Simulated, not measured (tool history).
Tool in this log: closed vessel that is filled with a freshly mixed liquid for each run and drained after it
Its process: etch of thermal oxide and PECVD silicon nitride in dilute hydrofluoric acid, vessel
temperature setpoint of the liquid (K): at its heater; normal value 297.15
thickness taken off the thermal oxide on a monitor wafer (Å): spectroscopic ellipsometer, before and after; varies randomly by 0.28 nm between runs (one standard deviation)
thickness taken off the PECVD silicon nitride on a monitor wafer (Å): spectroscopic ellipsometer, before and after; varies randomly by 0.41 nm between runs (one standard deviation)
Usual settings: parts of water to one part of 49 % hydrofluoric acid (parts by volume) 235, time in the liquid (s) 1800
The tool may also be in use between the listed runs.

run	hour	temperature setpoint of the liquid (K)	parts of water to one part of 49 % hydrofluoric acid (parts by volume)	time in the liquid (s)	read-back film thickness of the thermal oxide reference wafer, read on the same gauge (nm)	read-back film thickness of the PECVD silicon nitride reference wafer, read on the same gauge (nm)	thickness taken off the thermal oxide on a monitor wafer (Å)	thickness taken off the PECVD silicon nitride on a monitor wafer (Å)
1	0.0	297.15	235	1800	130.00	70.00	273.8	426.4
2	16.2	297.15	235	1800	130.02	69.98	273.8	422.0
3	51.5	297.15	235	1800	130.02	70.02	269.8	425.9
4	73.7	295.15	235	2085	129.97	69.99	298.7	428.8
5	95.9	295.15	235	2085	129.98	69.98	293.0	428.7
6	128.2	295.15	235	2085	130.00	70.00	291.3	429.2
7	151.3	297.15	235	1800	130.01	70.01	266.0	420.4
# hour 155.1: hydrofluoric acid flow meter replaced
8	172.5	297.15	200	1800	129.99	69.96	316.9	478.8
9	201.6	297.15	200	1800	130.00	69.98	320.6	490.8
10	217.2	293.65	235	1800	130.00	69.97	230.5	330.4
11	248.2	297.15	235	2290	130.00	70.00	329.5	516.4
12	265.4	292.65	165	1450	130.01	69.98	272.2	345.4
13	282.9	292.65	235	1350	130.02	69.99	166.1	231.1
14	313.2	297.15	235	1800	130.01	70.01	255.9	406.2
15	328.8	299.15	350	2445	130.01	69.97	224.8	414.1
# hour 331.8: hydrofluoric acid flow meter replaced, repeated, since the last time left the tool worse
16	361.2	297.15	345	1800	130.02	70.00	176.8	307.9
# hour 381.3: thermometer replaced
# hour 387.0: gauge calibrated
17	396.6	297.15	235	1800	130.00	69.99	289.5	439.1
18	419.8	297.15	135	1800	129.99	69.97	555.3	772.8
19	447.4	300.65	345	2080	129.99	70.01	226.8	425.6
20	462.8	294.65	200	1800	129.99	69.99	312.9	442.5
21	484.5	297.15	325	1800	130.01	70.00	185.8	317.1
22	500.3	297.15	235	1800	130.00	70.01	290.6	437.4
23	524.3	297.15	235	1800	130.01	69.97	283.6	441.2
24	600.1	299.15	320	2655	130.02	70.00	302.3	530.6
25	613.4	297.15	235	1800	130.00	70.02	280.4	432.8

4 options for the next run, each taken on its own from the tool as it stands now. Forecast them:
A	614.5	297.15	235	1800	?	?	?	?
B	614.5	301.15	185	2090	?	?	?	?
C	614.5	299.65	235	1800	?	?	?	?
D	614.5	295.65	235	2530	?	?	?	?

run	read-back film thickness of the thermal oxide reference wafer, read on the same gauge (nm)	read-back film thickness of the PECVD silicon nitride reference wafer, read on the same gauge (nm)	thickness taken off the thermal oxide on a monitor wafer (Å)	thickness taken off the PECVD silicon nitride on a monitor wafer (Å)
A	130.01	69.99	286.1	434.9
B	130.01	69.99	515.2	821.3
C	130.01	69.99	312.7	507.3
D	130.01	69.99	380.8	556.3
Had the tool no hidden state, the same runs would have come out as:
run	thickness taken off the thermal oxide on a monitor wafer (Å)	thickness taken off the PECVD silicon nitride on a monitor wafer (Å)
A	291.4	441.3
B	524.6	833.6
C	318.5	514.8
D	387.8	564.4
